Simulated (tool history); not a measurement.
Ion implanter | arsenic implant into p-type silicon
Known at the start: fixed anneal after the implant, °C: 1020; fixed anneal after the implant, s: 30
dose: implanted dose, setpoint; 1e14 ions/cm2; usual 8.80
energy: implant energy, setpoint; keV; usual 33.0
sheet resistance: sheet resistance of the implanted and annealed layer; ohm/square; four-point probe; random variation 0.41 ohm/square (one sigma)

run,hour,dose,energy,"read-back reference wafer on the same gauge, sheet resistance",sheet resistance
1,0.0,8.80,40.0,102.02,126.63
# hour 7.5: gauge calibrated
2,33.5,8.80,40.0,102.02,126.94
3,88.7,8.80,33.0,101.98,130.33
4,153.5,8.80,33.0,102.02,130.27
5,221.3,8.80,33.0,101.93,130.97
6,260.8,8.80,33.0,102.14,131.01
7,311.0,8.80,41.0,102.18,126.75
# hour 496.4: extraction supply calibrated
8,504.7,8.80,41.0,102.02,127.13
9,531.8,8.80,41.0,101.97,126.49
10,567.8,8.24,33.0,102.09,137.23
11,592.4,7.26,24.0,102.03,157.77
12,626.4,8.80,33.0,102.02,131.15
# hour 646.4: Faraday cup replaced and dose calibrated
13,657.5,8.80,43.5,102.07,121.07
14,700.4,7.42,25.5,102.06,148.56
# hour 745.4: gauge calibrated
15,750.6,10.24,25.5,101.91,119.82
16,789.2,8.80,33.0,101.82,126.55
17,831.7,8.03,39.5,102.04,131.97
18,870.2,7.38,23.5,101.82,152.06
19,921.8,8.80,33.0,101.86,127.55
20,966.9,8.80,40.5,101.79,124.50
21,999.4,8.01,27.5,102.01,140.01
22,1035.7,11.10,33.0,101.95,109.66

The tool's hidden state at each run:
deviation of the true energy from its setpoint, %: 0 in every run
gauge reads high (%): 0 in every run
H1: deviation of the true dose from the Faraday cup's reading, %
run,H1
1,-4.33
2,-4.36
3,-4.4
4,-4.45
5,-4.5
6,-4.52
7,-4.55
8,-4.65
9,-4.66
10,-4.67
11,-4.68
12,-4.7
13,0.493
14,0.263
15,0.00882
16,-0.176
17,-0.368
18,-0.534
19,-0.743
20,-0.915
21,-1.03
22,-1.16

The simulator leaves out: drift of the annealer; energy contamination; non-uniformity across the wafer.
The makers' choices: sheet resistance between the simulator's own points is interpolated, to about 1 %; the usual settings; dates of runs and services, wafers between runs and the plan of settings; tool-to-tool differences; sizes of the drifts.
